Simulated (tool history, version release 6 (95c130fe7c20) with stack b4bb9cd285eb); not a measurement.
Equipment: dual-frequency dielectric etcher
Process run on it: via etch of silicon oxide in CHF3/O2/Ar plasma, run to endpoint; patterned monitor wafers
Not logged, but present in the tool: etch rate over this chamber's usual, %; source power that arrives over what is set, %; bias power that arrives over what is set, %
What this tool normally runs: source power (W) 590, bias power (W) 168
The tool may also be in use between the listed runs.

| run | day | source power (W) | bias power (W) | wafers since the last listed run | hours since the last wet clean | hours since the last source power generator calibration | hours since the last bias power generator calibration | hours since the last upper electrode change | incoming incoming film thickness, nm | endpoint time (s) |
|---|---|---|---|---|---|---|---|---|---|---|
| 1 | 0.000 | 500 | 188 | 0 | 340.3 | 3239.2 | 2411.2 | 3388.3 | 630.0 | 325.3 |
| 2 | 0.692 | 590 | 168 | 62 | 356.9 | 3255.8 | 2427.8 | 3404.9 | 637.7 | 321.8 |
| 3 | 1.954 | 590 | 168 | 113 | 387.2 | 3286.1 | 2458.1 | 3435.2 | 642.6 | 323.7 |
| 4 | 3.342 | 590 | 168 | 124 | 420.5 | 3319.4 | 2491.4 | 3468.5 | 639.8 | 322.7 |
| 5 | 3.996 | 590 | 168 | 58 | 436.2 | 3335.1 | 2507.1 | 3484.2 | 639.7 | 325.7 |
|  | 4.854 | bias power generator calibrated |
| 6 | 4.875 | 590 | 168 | 63 | 457.3 | 3356.2 | 0.5 | 3505.3 | 642.2 | 326.6 |
| 7 | 5.358 | 590 | 168 | 43 | 468.9 | 3367.8 | 12.1 | 3516.9 | 641.2 | 327.2 |
| 8 | 6.421 | 590 | 168 | 95 | 494.4 | 3393.3 | 37.6 | 3542.4 | 634.5 | 321.6 |
|  | 8.079 | upper electrode replaced |
| 9 | 8.100 | 590 | 168 | 60 | 534.7 | 3433.6 | 77.9 | 0.5 | 643.1 | 328.0 |
| 10 | 8.350 | 710 | 168 | 22 | 540.7 | 3439.6 | 83.9 | 6.5 | 638.9 | 302.7 |
| 11 | 9.417 | 450 | 194 | 95 | 566.3 | 3465.2 | 109.5 | 32.1 | 639.3 | 343.3 |
|  | 10.721 | source power generator calibrated |
|  | 11.004 | wet clean of the chamber |
| 12 | 11.025 | 630 | 168 | 104 | 0.5 | 7.3 | 148.1 | 70.7 | 637.3 | 306.5 |

Run 13, settings as shown, results not yet in. Your forecast:
| 13 | 11.425 | 590 | 181 | 35 | 10.1 | 16.9 | 157.7 | 80.3 | 634.6 | ? |

{"run 13": {"endpoint time (s)": 305.8}}
If the tool had no hidden condition, the same run with the same run-to-run variation would have returned endpoint time (s) 304.2.
